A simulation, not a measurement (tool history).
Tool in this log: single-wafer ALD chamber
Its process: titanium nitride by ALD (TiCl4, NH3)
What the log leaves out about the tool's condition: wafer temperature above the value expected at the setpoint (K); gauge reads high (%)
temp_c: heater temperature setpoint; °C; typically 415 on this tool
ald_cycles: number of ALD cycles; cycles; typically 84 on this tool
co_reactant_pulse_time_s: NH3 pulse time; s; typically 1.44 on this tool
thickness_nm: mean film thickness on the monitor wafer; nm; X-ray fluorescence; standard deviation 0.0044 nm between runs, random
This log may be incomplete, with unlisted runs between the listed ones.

run	hour	temp_c	ald_cycles	co_reactant_pulse_time_s	wafers since the last listed run	hours since the last thermocouple change	hours since the showerhead was replaced	hours since the gauge calibration	read-back reference wafer on the same gauge, thickness_nm	thickness_nm
1	0	415	84	1.44	0	1390.8	5695.8	415.9	1.589	1.745
2	69.3	415	84	1.44	251	1460.1	5765.1	485.2	1.591	1.744
3	137.9	415	73	1.44	249	1528.7	5833.7	553.8	1.591	1.518
4	171.9	415	73	1.44	123	1562.7	5867.7	587.8	1.591	1.507
5	222.7	415	73	1.44	184	1613.5	5918.5	638.6	1.592	1.511
6	281.1	415	84	1.44	212	1671.9	5976.9	697	1.589	1.745
7	307.2	407	84	1.44	94	1698	6003	723.1	1.591	1.738
8	355	419	84	1.44	173	1745.8	6050.8	770.9	1.59	1.753
9	413.1	419	84	1.44	210	1803.9	6108.9	829	1.592	1.743
10	593.1	415	88	1.44	653	1983.9	6288.9	1009	1.59	1.829
# hour 630.6: thermocouple changed; heater temperature recalibrated
11	631.6	415	68	1.44	110	1	6327.4	1047.5	1.588	1.416
12	672.2	415	84	1.44	147	41.6	6368	1088.1	1.592	1.741
# hour 710.6: showerhead replaced
13	744.2	420	75	1.67	232	113.6	33.6	1160.1	1.59	1.573
14	797.2	402	92	1.44	192	166.6	86.6	1213.1	1.59	1.896
# hour 807.3: gauge calibrated
15	860.9	415	67	1.1	231	230.3	150.3	53.6	1.591	1.372
16	902.1	428	84	1.09	149	271.5	191.5	94.8	1.592	1.738
17	926.6	420	90	1.88	88	296	216	119.3	1.589	1.901
18	981.8	427	89	1.27	200	351.2	271.2	174.5	1.588	1.848
19	1025.3	415	84	1.44	157	394.7	314.7	218	1.59	1.741
20	1073.7	415	84	0.92	175	443.1	363.1	266.4	1.589	1.701
21	1141.4	415	89	1.44	245	510.8	430.8	334.1	1.589	1.848

State the hidden condition of the tool at each of the runs:
wafer temperature above the value expected at the setpoint (K): 0, the same for each run
gauge reads high (%): 0, the same for each run
